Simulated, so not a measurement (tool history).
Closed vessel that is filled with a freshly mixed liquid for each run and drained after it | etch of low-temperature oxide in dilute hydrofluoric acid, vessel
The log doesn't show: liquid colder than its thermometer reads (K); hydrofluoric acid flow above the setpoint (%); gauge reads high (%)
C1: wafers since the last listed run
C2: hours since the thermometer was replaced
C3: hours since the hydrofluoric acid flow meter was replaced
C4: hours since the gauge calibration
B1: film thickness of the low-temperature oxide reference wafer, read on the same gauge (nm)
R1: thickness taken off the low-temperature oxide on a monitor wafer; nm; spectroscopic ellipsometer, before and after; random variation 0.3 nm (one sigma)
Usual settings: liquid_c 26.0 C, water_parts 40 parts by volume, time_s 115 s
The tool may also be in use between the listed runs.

{"run": 1, "hour": 0.0, "liquid_c": 26.0, "water_parts": 40, "time_s": 115, "C1": 0, "C2": 2455.5, "C3": 324.7, "C4": 790.2, "B1": 69.99, "R1": 41.6}
{"hour": 9.0, "done": "gauge calibrated"}
{"run": 2, "hour": 58.2, "liquid_c": 26.0, "water_parts": 40, "time_s": 115, "C1": 5900, "C2": 2513.7, "C3": 382.9, "C4": 49.2, "B1": 70.02, "R1": 42.67}
{"run": 3, "hour": 98.0, "liquid_c": 26.0, "water_parts": 40, "time_s": 115, "C1": 4034, "C2": 2553.5, "C3": 422.7, "C4": 89.0, "B1": 69.96, "R1": 42.04}
{"hour": 141.6, "done": "hydrofluoric acid flow meter replaced"}
{"run": 4, "hour": 146.7, "liquid_c": 26.0, "water_parts": 40, "time_s": 115, "C1": 4835, "C2": 2602.2, "C3": 5.1, "C4": 137.7, "B1": 70.02, "R1": 40.21}
{"run": 5, "hour": 176.8, "liquid_c": 26.0, "water_parts": 40, "time_s": 115, "C1": 3051, "C2": 2632.3, "C3": 35.2, "C4": 167.8, "B1": 70.01, "R1": 40.84}
{"run": 6, "hour": 384.2, "liquid_c": 26.0, "water_parts": 40, "time_s": 115, "C1": 21025, "C2": 2839.7, "C3": 242.6, "C4": 375.2, "B1": 70.01, "R1": 41.92}
{"run": 7, "hour": 411.3, "liquid_c": 26.0, "water_parts": 40, "time_s": 115, "C1": 2747, "C2": 2866.8, "C3": 269.7, "C4": 402.3, "B1": 70.05, "R1": 42.0}
{"run": 8, "hour": 473.6, "liquid_c": 26.0, "water_parts": 40, "time_s": 115, "C1": 6315, "C2": 2929.1, "C3": 332.0, "C4": 464.6, "B1": 70.0, "R1": 42.12}
{"run": 9, "hour": 538.9, "liquid_c": 29.5, "water_parts": 40, "time_s": 115, "C1": 6620, "C2": 2994.4, "C3": 397.3, "C4": 529.9, "B1": 69.99, "R1": 48.5}
{"hour": 572.9, "done": "hydrofluoric acid flow meter replaced"}
{"run": 10, "hour": 671.1, "liquid_c": 29.5, "water_parts": 40, "time_s": 115, "C1": 13300, "C2": 3126.6, "C3": 98.2, "C4": 662.1, "B1": 70.01, "R1": 46.55}

Forecast run 11:
{"run": 11, "hour": 728.4, "liquid_c": 26.0, "water_parts": 40, "time_s": 90, "C1": 5809, "C2": 3183.9, "C3": 155.5, "C4": 719.4, "B1": "?", "R1": "?"}

B1: 70.01
R1: 32.31 nm
Without the tool's hidden state the same run would have given R1 31.68 nm.
